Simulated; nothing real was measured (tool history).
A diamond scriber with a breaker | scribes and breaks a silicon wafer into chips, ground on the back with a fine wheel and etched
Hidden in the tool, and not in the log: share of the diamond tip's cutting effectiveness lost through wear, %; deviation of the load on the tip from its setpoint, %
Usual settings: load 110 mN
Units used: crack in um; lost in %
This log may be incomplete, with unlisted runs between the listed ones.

run	day	load	wafers since the last listed run	hours since the diamond tip was replaced	hours since the load on the tip was calibrated	incoming depth of the damage left on the back of the incoming wafer, um	crack	lost
1	0.000	110	0	827.0	1099.5	0.32	10.27	3.28
2	1.346	110	49	859.3	1131.8	0.42	10.02	3.25
3	1.938	103	21	873.5	1146.0	0.58	9.47	4.99
4	3.192	110	46	903.6	1176.1	0.63	9.90	3.86
5	4.050	110	31	924.2	1196.7	0.39	9.71	4.19
6	5.404	110	50	956.7	1229.2	0.73	9.68	4.58
7	6.471	110	39	982.3	1254.8	0.75	9.46	5.25
8	7.050	110	21	996.2	1268.7	0.55	9.20	5.37
9	7.725	91	25	1012.4	1284.9	0.79	8.54	10.55
10	8.225	91	18	1024.4	1296.9	0.59	8.37	11.52
11	8.879	120	24	1040.1	1312.6	0.36	9.51	3.89
# day 9.838: load on the tip recalibrated
12	9.883	136	34	1064.2	1.1	0.35	10.17	2.58
13	10.854	120	36	1087.5	24.4	0.41	9.32	4.95
14	11.521	130	24	1103.5	40.4	0.38	9.59	4.33
15	12.825	128	48	1134.8	71.7	0.36	9.76	4.31
# day 14.046: diamond tip replaced by a new one
16	14.250	119	49	4.9	105.9	0.59	12.33	0.82
17	14.808	100	20	18.3	119.3	0.77	11.04	1.20
18	16.125	110	48	49.9	150.9	0.34	11.75	0.75
19	17.012	86	32	71.2	172.2	0.57	10.27	2.28

For run 20, what comes out?
20	18.088	110	39	97.0	198.0	0.72	?	?

{"run 20": {"crack": 11.65, "lost": 0.78}}
Without the tool's hidden state the same run would have given crack 11.78 um, lost 0.77 %.
